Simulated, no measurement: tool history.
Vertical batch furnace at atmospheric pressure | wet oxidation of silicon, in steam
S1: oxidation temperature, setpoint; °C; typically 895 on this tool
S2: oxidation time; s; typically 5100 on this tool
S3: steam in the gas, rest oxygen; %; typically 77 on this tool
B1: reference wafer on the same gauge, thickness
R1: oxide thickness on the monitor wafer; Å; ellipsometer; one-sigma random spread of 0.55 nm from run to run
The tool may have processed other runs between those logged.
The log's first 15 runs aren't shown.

| run | hour | S1 | S2 | S3 | B1 | R1 |
|---|---|---|---|---|---|---|
| 16 | 849.1 | 895 | 5100 | 77 | 147.57 | 1773.3 |
| 17 | 890.4 | 895 | 5700 | 77 | 147.52 | 1948.8 |
| 18 | 928.2 | 895 | 5700 | 77 | 147.27 | 1934.8 |
| 19 | 956.8 | 916 | 4440 | 85 | 147.32 | 2184.7 |
| 20 | 1005.1 | 895 | 5100 | 77 | 147.13 | 1770.9 |
| 21 | 1044.4 | 879 | 6780 | 67 | 146.91 | 1606.4 |
| 22 | 1088 | 895 | 3480 | 84 | 146.67 | 1399.4 |
| 23 | 1139 | 895 | 5100 | 77 | 146.43 | 1768.2 |
| 24 | 1171.2 | 908 | 5100 | 82 | 146.2 | 2168.8 |
| 25 | 1217.1 | 895 | 5100 | 77 | 146.1 | 1758.6 |
| 26 | 1278.5 | 884 | 3420 | 82 | 145.69 | 1168.8 |

The next listed run, before its measurement:
| 27 | 1329.1 | 880 | 3750 | 70 | ? | ? |

{"run 27": {"B1": 145.46, "R1": 1049.5}}
With no hidden state in the tool, this same run would have given R1 1068.2 Å.
